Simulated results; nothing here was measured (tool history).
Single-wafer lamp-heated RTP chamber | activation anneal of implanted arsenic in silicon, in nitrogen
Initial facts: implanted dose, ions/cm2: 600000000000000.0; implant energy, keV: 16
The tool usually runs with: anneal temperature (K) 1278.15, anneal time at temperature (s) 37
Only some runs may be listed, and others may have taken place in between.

| run | hour | anneal temperature (K) | anneal time at temperature (s) | wafers since the last listed run | wafers since the last pyrometer calibration | wafers since the reflector plate was cleaned | hours since the gauge calibration | read-back reference wafer on the same gauge, sheet resistance | sheet resistance of the implanted and annealed layer (ohm/square) |
|---|---|---|---|---|---|---|---|---|---|
| 1 | 0 | 1278.15 | 37 | 0 | 3213 | 636 | 363.1 | 214.09 | 183.23 |
| 2 | 43 | 1278.15 | 37 | 479 | 3692 | 1115 | 406.1 | 213.98 | 183.65 |
| 3 | 79.1 | 1278.15 | 37 | 402 | 4094 | 1517 | 442.2 | 213.96 | 183.97 |
| 4 | 106.8 | 1278.15 | 37 | 308 | 4403 | 1826 | 469.9 | 213.98 | 182.48 |
| 5 | 160.1 | 1278.15 | 37 | 593 | 4997 | 2420 | 523.2 | 213.62 | 181.74 |
|  | 197 | pyrometer window cleaned and pyrometer calibrated |
| 6 | 200.7 | 1291.15 | 37 | 363 | 41 | 2783 | 563.8 | 213.85 | 178.85 |
| 7 | 271.2 | 1278.15 | 37 | 785 | 826 | 3569 | 634.3 | 214.14 | 183.43 |
| 8 | 337.2 | 1278.15 | 37 | 735 | 1562 | 4304 | 700.3 | 213.89 | 181.53 |
| 9 | 405.6 | 1278.15 | 37 | 762 | 2324 | 5066 | 768.7 | 214.04 | 182.21 |
| 10 | 447.3 | 1278.15 | 37 | 464 | 2789 | 5531 | 810.4 | 214.1 | 182.12 |
| 11 | 483.9 | 1285.15 | 37 | 407 | 3197 | 5939 | 847 | 214.11 | 180.61 |
| 12 | 541.2 | 1285.15 | 37 | 638 | 3835 | 6577 | 904.3 | 213.85 | 180.15 |
| 13 | 602 | 1278.15 | 20 | 677 | 4513 | 7255 | 965.1 | 214.04 | 188 |
|  | 636.3 | pyrometer window cleaned and pyrometer calibrated |
| 14 | 636.8 | 1278.15 | 20 | 298 | 5 | 7554 | 999.9 | 213.9 | 187.92 |
| 15 | 756.9 | 1278.15 | 37 | 1338 | 1343 | 8892 | 1120 | 213.95 | 182.1 |
| 16 | 817.7 | 1294.15 | 20 | 677 | 2021 | 9569 | 1180.8 | 214.03 | 183.24 |
|  | 875.4 | reflector plate cleaned |
| 17 | 1009.6 | 1278.15 | 59 | 2049 | 4070 | 1495 | 1372.7 | 213.96 | 178.73 |
|  | 1063.1 | pyrometer window cleaned and pyrometer calibrated |
| 18 | 1108.8 | 1293.15 | 53 | 1016 | 509 | 2511 | 1471.9 | 214.14 | 175.61 |
| 19 | 1150.5 | 1296.15 | 37 | 464 | 974 | 2976 | 1513.6 | 214.14 | 177.49 |
| 20 | 1219.4 | 1248.15 | 27 | 767 | 1742 | 3743 | 1582.5 | 214.05 | 191.74 |
| 21 | 1247.8 | 1297.15 | 56 | 316 | 2058 | 4060 | 1610.9 | 213.9 | 172.86 |
|  | 1272.2 | gauge calibrated |
| 22 | 1281.1 | 1278.15 | 20 | 371 | 2429 | 4431 | 8.9 | 214.03 | 188.25 |
| 23 | 1314.7 | 1293.15 | 27 | 374 | 2804 | 4805 | 42.5 | 213.85 | 181.96 |
| 24 | 1377.7 | 1278.15 | 37 | 702 | 3506 | 5507 | 105.5 | 213.88 | 181.89 |
| 25 | 1407.7 | 1299.15 | 37 | 334 | 3840 | 5842 | 135.5 | 213.7 | 176.61 |
| 26 | 1441.6 | 1260.15 | 31 | 377 | 4218 | 6220 | 169.4 | 214.05 | 187.36 |
| 27 | 1469.4 | 1278.15 | 37 | 309 | 4527 | 6529 | 197.2 | 213.87 | 181.72 |
| 28 | 1505.8 | 1286.15 | 47 | 405 | 4933 | 6935 | 233.6 | 213.75 | 177.66 |
| 29 | 1569.8 | 1278.15 | 37 | 713 | 5646 | 7648 | 297.6 | 214.03 | 181.67 |
|  | 1601.1 | pyrometer window cleaned and pyrometer calibrated |
| 30 | 1616.2 | 1253.15 | 52 | 427 | 167 | 8076 | 344 | 213.88 | 183.65 |
| 31 | 1657 | 1266.15 | 44 | 454 | 622 | 8531 | 384.8 | 213.94 | 181.31 |
|  | 1669.9 | reflector plate cleaned |
| 32 | 1714.4 | 1269.15 | 19 | 550 | 1173 | 495 | 442.2 | 214.23 | 190.26 |
| 33 | 1751.7 | 1278.15 | 20 | 415 | 1588 | 911 | 479.5 | 213.91 | 189.14 |
| 34 | 1776 | 1297.15 | 54 | 270 | 1859 | 1182 | 503.8 | 213.69 | 173.55 |
| 35 | 1841.7 | 1278.15 | 37 | 732 | 2591 | 1914 | 569.5 | 214.17 | 182.95 |
| 36 | 1889.4 | 1290.15 | 37 | 531 | 3123 | 2445 | 617.2 | 214.14 | 179.5 |

For some of the steps in sheet resistance of the implanted and annealed layer (ohm/square) from one run to the next: how much would appear even if the tool had no hidden state, given the settings, what came in and random variation, and how much remains for the hidden state plus any gauge scatter that the measured result and the result without hidden state don't share?
Hidden state present: true wafer temperature minus pyrometer reading, K; wafer temperature error from the tarnished reflector plate, K; gauge reads high (%).
Run 14 -> 15: anneal time at temperature (s) 20 -> 37. sheet resistance of the implanted and annealed layer (ohm/square) -5.82: hidden state -0.57, all else -5.25.
Run 16 -> 17: anneal temperature (K) 1294.15 -> 1278.15, anneal time at temperature (s) 20 -> 59, reflector plate cleaned. sheet resistance of the implanted and annealed layer (ohm/square) -4.51: hidden state +1.62, all else -6.13.
Run 20 -> 21: anneal temperature (K) 1248.15 -> 1297.15, anneal time at temperature (s) 27 -> 56. sheet resistance of the implanted and annealed layer (ohm/square) -18.88: hidden state -0.35, all else -18.53.
Run 21 -> 22: anneal temperature (K) 1297.15 -> 1278.15, anneal time at temperature (s) 56 -> 20, gauge calibrated. sheet resistance of the implanted and annealed layer (ohm/square) +15.39: hidden state +0.15, all else +15.24.
Run 31 -> 32: anneal temperature (K) 1266.15 -> 1269.15, anneal time at temperature (s) 44 -> 19, reflector plate cleaned. sheet resistance of the implanted and annealed layer (ohm/square) +8.95: hidden state +1.64, all else +7.31.
Run 33 -> 34: anneal temperature (K) 1278.15 -> 1297.15, anneal time at temperature (s) 20 -> 54. sheet resistance of the implanted and annealed layer (ohm/square) -15.59: hidden state -0.17, all else -15.42.

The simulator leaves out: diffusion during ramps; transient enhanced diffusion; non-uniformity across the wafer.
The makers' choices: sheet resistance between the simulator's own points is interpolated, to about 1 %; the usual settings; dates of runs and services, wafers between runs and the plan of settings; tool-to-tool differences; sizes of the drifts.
